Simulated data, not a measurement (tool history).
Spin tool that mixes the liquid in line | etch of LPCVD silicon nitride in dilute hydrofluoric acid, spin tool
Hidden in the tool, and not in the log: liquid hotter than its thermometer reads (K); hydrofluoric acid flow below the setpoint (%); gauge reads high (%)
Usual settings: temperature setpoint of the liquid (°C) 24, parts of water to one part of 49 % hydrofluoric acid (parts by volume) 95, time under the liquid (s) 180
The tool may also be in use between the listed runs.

run,day,temperature setpoint of the liquid (°C),parts of water to one part of 49 % hydrofluoric acid (parts by volume),time under the liquid (s),wafers since the last listed run,hours since the thermometer was replaced,hours since the hydrofluoric acid flow meter was replaced,hours since the gauge calibration,"read-back film thickness of the LPCVD silicon nitride reference wafer, read on the same gauge (nm)",thickness taken off the LPCVD silicon nitride on a monitor wafer (Å)
1,0,24,95,180,0,2645.7,1639.9,105,150.038,10.41
2,0.262,24,95,180,45,2652,1646.2,111.3,150.002,10.12
# day 0.458: gauge calibrated
3,0.975,24,95,180,124,2669.1,1663.3,12.4,150.017,9.98
4,2.308,24,95,180,232,2701.1,1695.3,44.4,149.978,10.53
5,2.679,24,95,180,64,2710,1704.2,53.3,150.018,10.15
6,3.162,24,95,180,84,2721.6,1715.8,64.9,149.979,10.15
# day 3.462: thermometer replaced
7,3.862,24,95,180,115,9.6,1732.6,81.7,149.995,10.03
8,4.304,24,95,180,77,20.2,1743.2,92.3,149.995,9.94
9,4.921,26,95,180,107,35,1758,107.1,150.012,11.79
10,5.292,24,55,250,64,43.9,1766.9,116,150.011,23.62
# day 5.3: gauge calibrated
11,5.858,24,95,180,98,57.5,1780.5,13.4,150.011,10.11
# day 6.283: hydrofluoric acid flow meter replaced
12,6.408,20,95,220,88,70.7,3,26.6,149.997,9.42
13,6.796,22.5,95,100,67,80,12.3,35.9,149.996,5.04
14,7.104,24,95,180,53,87.4,19.7,43.3,150.007,10.11
15,7.854,19,130,255,131,105.4,37.7,61.3,149.978,7.7
16,8.417,19.5,95,180,98,118.9,51.2,74.8,149.972,7.36

4 ways to go on from here, each from the tool as it stands after run 16. What would each give?
A,8.438,24,95,180,3,119.4,51.7,75.3,?,?
B,8.438,24,130,260,3,119.4,51.7,75.3,?,?
C,8.438,27,125,255,3,119.4,51.7,75.3,?,?
D,8.438,24,95,90,3,119.4,51.7,75.3,?,?

run,"read-back film thickness of the LPCVD silicon nitride reference wafer, read on the same gauge (nm)",thickness taken off the LPCVD silicon nitride on a monitor wafer (Å)
A,149.988,10.26
B,149.988,10.87
C,149.988,13.45
D,149.988,5.13
Without the tool's hidden state the same runs would have given:
run,thickness taken off the LPCVD silicon nitride on a monitor wafer (Å)
A,10.26
B,10.87
C,13.45
D,5.13

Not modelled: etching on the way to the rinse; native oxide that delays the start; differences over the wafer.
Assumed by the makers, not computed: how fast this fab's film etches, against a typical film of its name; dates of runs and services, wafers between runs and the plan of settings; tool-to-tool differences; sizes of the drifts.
